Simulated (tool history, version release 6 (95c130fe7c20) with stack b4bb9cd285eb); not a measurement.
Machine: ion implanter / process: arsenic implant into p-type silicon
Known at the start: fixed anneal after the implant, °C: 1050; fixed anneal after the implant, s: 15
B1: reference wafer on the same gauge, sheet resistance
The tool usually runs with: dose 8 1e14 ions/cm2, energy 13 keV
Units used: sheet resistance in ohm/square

{"run": 1, "hour": 0.0, "dose": 9.4, "energy": 11.5, "B1": 153.94, "sheet resistance": 127.1}
{"run": 2, "hour": 66.0, "dose": 9.4, "energy": 11.5, "B1": 153.99, "sheet resistance": 125.7}
{"run": 3, "hour": 135.4, "dose": 9.4, "energy": 11.5, "B1": 154, "sheet resistance": 126.12}
{"run": 4, "hour": 166.1, "dose": 8, "energy": 13, "B1": 153.83, "sheet resistance": 138.64}
{"run": 5, "hour": 190.3, "dose": 8, "energy": 13, "B1": 153.8, "sheet resistance": 138.15}
{"run": 6, "hour": 218.2, "dose": 8, "energy": 10, "B1": 153.89, "sheet resistance": 141.25}
{"hour": 343.9, "done": "extraction supply calibrated"}
{"run": 7, "hour": 348.7, "dose": 8, "energy": 13, "B1": 154, "sheet resistance": 138.88}
{"hour": 531.8, "done": "gauge calibrated"}
{"run": 8, "hour": 535.4, "dose": 8, "energy": 13, "B1": 153.98, "sheet resistance": 136.76}
{"run": 9, "hour": 562.2, "dose": 8, "energy": 13, "B1": 154.08, "sheet resistance": 137.6}
{"hour": 606.3, "done": "Faraday cup replaced and dose calibrated"}
{"run": 10, "hour": 606.8, "dose": 8, "energy": 13, "B1": 154.13, "sheet resistance": 144.45}
{"run": 11, "hour": 641.6, "dose": 6.94, "energy": 17, "B1": 153.91, "sheet resistance": 155.62}
{"run": 12, "hour": 705.0, "dose": 8, "energy": 13, "B1": 153.96, "sheet resistance": 144.07}
{"run": 13, "hour": 738.0, "dose": 8, "energy": 14.5, "B1": 154.04, "sheet resistance": 141.73}
{"run": 14, "hour": 808.6, "dose": 9.38, "energy": 13, "B1": 154.1, "sheet resistance": 128.57}
{"run": 15, "hour": 861.3, "dose": 9.69, "energy": 8.5, "B1": 154.07, "sheet resistance": 128.88}
{"run": 16, "hour": 918.6, "dose": 5.87, "energy": 13, "B1": 154.14, "sheet resistance": 179.99}
{"run": 17, "hour": 947.7, "dose": 9.3, "energy": 14.5, "B1": 154.1, "sheet resistance": 127.95}
{"run": 18, "hour": 1010.4, "dose": 5.6, "energy": 10, "B1": 153.9, "sheet resistance": 188.33}
{"run": 19, "hour": 1051.9, "dose": 8, "energy": 13, "B1": 154.16, "sheet resistance": 142.39}

Forecast each of these 3 alternatives for the next run:
{"run": "A", "hour": 1052.3, "dose": 8, "energy": 10.5, "B1": "?", "sheet resistance": "?"}
{"run": "B", "hour": 1052.3, "dose": 9.28, "energy": 13, "B1": "?", "sheet resistance": "?"}
{"run": "C", "hour": 1052.3, "dose": 9.02, "energy": 14.5, "B1": "?", "sheet resistance": "?"}

run=A B1=154.13 sheet_resistance=143.84
run=B B1=154.13 sheet_resistance=128.34
run=C B1=154.13 sheet_resistance=129.59
Without the tool's unlogged condition, the same runs would have read:
run=A sheet_resistance=144.07
run=B sheet_resistance=128.53
run=C sheet_resistance=129.79
